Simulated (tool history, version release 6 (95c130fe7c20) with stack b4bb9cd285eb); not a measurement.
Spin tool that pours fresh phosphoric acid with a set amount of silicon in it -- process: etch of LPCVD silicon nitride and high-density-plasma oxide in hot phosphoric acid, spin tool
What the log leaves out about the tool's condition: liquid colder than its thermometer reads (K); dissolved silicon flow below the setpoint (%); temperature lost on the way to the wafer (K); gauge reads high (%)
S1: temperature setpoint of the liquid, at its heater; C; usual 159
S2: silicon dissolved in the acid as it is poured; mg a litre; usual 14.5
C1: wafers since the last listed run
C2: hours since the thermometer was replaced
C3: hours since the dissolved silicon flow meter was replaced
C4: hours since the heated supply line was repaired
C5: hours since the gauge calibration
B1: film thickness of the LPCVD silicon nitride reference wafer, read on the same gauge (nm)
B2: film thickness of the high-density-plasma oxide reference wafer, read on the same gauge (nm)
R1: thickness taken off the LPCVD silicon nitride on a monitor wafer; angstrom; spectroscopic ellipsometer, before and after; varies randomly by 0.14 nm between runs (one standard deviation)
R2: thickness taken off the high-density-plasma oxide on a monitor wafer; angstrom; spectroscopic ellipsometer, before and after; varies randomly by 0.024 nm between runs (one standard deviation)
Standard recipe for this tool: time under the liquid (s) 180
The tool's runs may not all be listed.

Run 1, day 0: usual settings; C1 0; C2 419.6; C3 554.4; C4 207.6; C5 153.9; B1 129.99; B2 139.981. Result: R1 155 angstrom, R2 4.43 angstrom.
At day 1.658: dissolved silicon flow meter replaced.
At day 4.983: thermometer replaced.
Run 2, day 6.092: usual settings; C1 954; C2 26.6; C3 106.4; C4 353.8; C5 300.1; B1 130.03; B2 140.003. Result: R1 149.9 angstrom, R2 4.19 angstrom.
Run 3, day 7.479: usual settings; C1 220; C2 59.9; C3 139.7; C4 387.1; C5 333.4; B1 130.04; B2 140.016. Result: R1 150.2 angstrom, R2 3.92 angstrom.
Run 4, day 9.875: usual settings but time under the liquid (s) 100; C1 380; C2 117.4; C3 197.2; C4 444.6; C5 390.9; B1 130.01; B2 140.053. Result: R1 82.4 angstrom, R2 2.44 angstrom.
Run 5, day 11.883: usual settings but time under the liquid (s) 100; C1 319; C2 165.6; C3 245.4; C4 492.8; C5 439.1; B1 130.01; B2 139.964. Result: R1 80.8 angstrom, R2 2.03 angstrom.
Run 6, day 14.9: usual settings but S2 8 mg a litre; C1 479; C2 238; C3 317.8; C4 565.2; C5 511.5; B1 130.01; B2 139.972. Result: R1 146 angstrom, R2 4.56 angstrom.
Run 7, day 16.304: usual settings but S2 8 mg a litre; C1 223; C2 271.7; C3 351.5; C4 598.9; C5 545.2; B1 129.96; B2 139.97. Result: R1 143 angstrom, R2 4.55 angstrom.
Run 8, day 17.583: usual settings but S2 8 mg a litre; C1 203; C2 302.4; C3 382.2; C4 629.6; C5 575.9; B1 129.99; B2 139.984. Result: R1 144.7 angstrom, R2 4.66 angstrom.
At day 18.317: gauge calibrated.
At day 23.479: heated supply line repaired.
At day 24.375: dissolved silicon flow meter replaced.
Run 9, day 25.592: usual settings; C1 1259; C2 494.6; C3 29.2; C4 50.7; C5 174.6; B1 129.95; B2 140.021. Result: R1 155.2 angstrom, R2 4.71 angstrom.
At day 26.375: thermometer replaced.
Run 10, day 27.204: usual settings; C1 249; C2 19.9; C3 67.9; C4 89.4; C5 213.3; B1 130.01; B2 140.015. Result: R1 157.5 angstrom, R2 4.81 angstrom.

What does the tool deliver on the next run?
Run 11, day 29.358: usual settings but S1 158 C, S2 22 mg a litre; C1 342; C2 71.6; C3 119.6; C4 141.1; C5 265; B1 ?; B2 ?. Result: R1 ?, R2 ?.

Run 11 produced B1 130.03, B2 140.009, R1 149.5 angstrom, R2 3.55 angstrom.
Without the tool's hidden state the same run would have given R1 152.7 angstrom, R2 3.72 angstrom.
